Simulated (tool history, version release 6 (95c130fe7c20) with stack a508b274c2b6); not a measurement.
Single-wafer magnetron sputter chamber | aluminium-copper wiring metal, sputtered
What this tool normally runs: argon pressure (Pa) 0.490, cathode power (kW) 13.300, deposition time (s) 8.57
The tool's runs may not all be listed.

| run | hour | argon pressure (Pa) | cathode power (kW) | deposition time (s) | wafers since the last listed run | wafers on the sputter target | hours since the last manometer calibration | hours since the magnet pack was replaced | hours since the gauge calibration | read-back reference wafer on the same gauge, thickness_nm | mean film thickness on the monitor wafer (nm) |
|---|---|---|---|---|---|---|---|---|---|---|---|
| 1 | 0.0 | 0.490 | 13.300 | 8.57 | 0 | 4440 | 224.7 | 6878.0 | 300.0 | 222.010 | 184.248 |
| 2 | 33.4 | 0.490 | 12.200 | 9.63 | 1456 | 5897 | 258.1 | 6911.4 | 333.4 | 221.840 | 195.521 |
|  | 89.0 | sputter target and shields replaced |
| 3 | 100.0 | 0.490 | 13.300 | 8.57 | 2556 | 480 | 324.7 | 6978.0 | 400.0 | 221.921 | 181.990 |
| 4 | 144.2 | 0.490 | 13.300 | 8.57 | 1928 | 2408 | 368.9 | 7022.2 | 444.2 | 222.058 | 183.142 |
| 5 | 191.1 | 0.490 | 13.300 | 8.57 | 2045 | 4454 | 415.8 | 7069.1 | 491.1 | 222.267 | 181.126 |
|  | 251.2 | sputter target and shields replaced |
| 6 | 251.7 | 0.490 | 13.300 | 8.57 | 2294 | 21 | 476.4 | 7129.7 | 551.7 | 221.971 | 181.228 |
| 7 | 275.1 | 0.490 | 13.300 | 8.57 | 1020 | 1042 | 499.8 | 7153.1 | 575.1 | 221.948 | 182.801 |
| 8 | 342.3 | 0.490 | 13.300 | 8.57 | 2931 | 3973 | 567.0 | 7220.3 | 642.3 | 222.249 | 182.295 |
| 9 | 398.6 | 0.490 | 13.300 | 8.57 | 2455 | 6429 | 623.3 | 7276.6 | 698.6 | 222.092 | 180.155 |
|  | 404.9 | gauge calibrated |
|  | 407.3 | sputter target and shields replaced |
| 10 | 458.9 | 0.490 | 11.300 | 8.57 | 2281 | 2249 | 683.6 | 7336.9 | 54.0 | 221.956 | 160.416 |

Run 11 has not been measured yet. What should we expect?
| 11 | 515.6 | 0.338 | 16.450 | 8.57 | 2473 | 4723 | 740.3 | 7393.6 | 110.7 | ? | ? |

Logged for run 11: read-back reference wafer on the same gauge, thickness_nm 222.069, mean film thickness on the monitor wafer (nm) 227.348.
The same run, on a tool lacking any hidden state, would have yielded mean film thickness on the monitor wafer (nm) 232.862.
